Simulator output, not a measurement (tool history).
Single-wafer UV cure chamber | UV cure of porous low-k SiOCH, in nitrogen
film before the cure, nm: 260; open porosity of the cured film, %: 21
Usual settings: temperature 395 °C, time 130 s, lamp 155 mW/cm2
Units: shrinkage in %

run,hour,temperature,time,lamp,shrinkage
1,0.0,404,130,155,11.411
2,18.8,395,130,155,11.084
3,51.9,395,130,155,10.810
4,81.9,395,130,155,11.194
5,109.8,395,130,155,11.003
6,123.3,395,130,155,11.074
7,139.6,395,185,155,12.507
8,163.3,395,185,155,12.544
9,179.9,395,185,155,12.809
10,195.7,395,130,146,10.580
11,214.8,395,130,146,10.540
12,250.2,404,55,171,7.654
13,268.4,411,165,187,13.216
14,305.8,385,155,155,11.402
# hour 317.6: quartz window cleaned
15,322.4,403,130,155,11.983
# hour 349.1: UV bulbs replaced
16,357.0,408,195,187,14.895
17,374.0,395,130,155,11.760

Forecast run 18:
18,398.0,395,130,155,?

Run 18 gave shrinkage 11.803 %.
Without the tool's hidden state the same run would have given shrinkage 12.243 %.
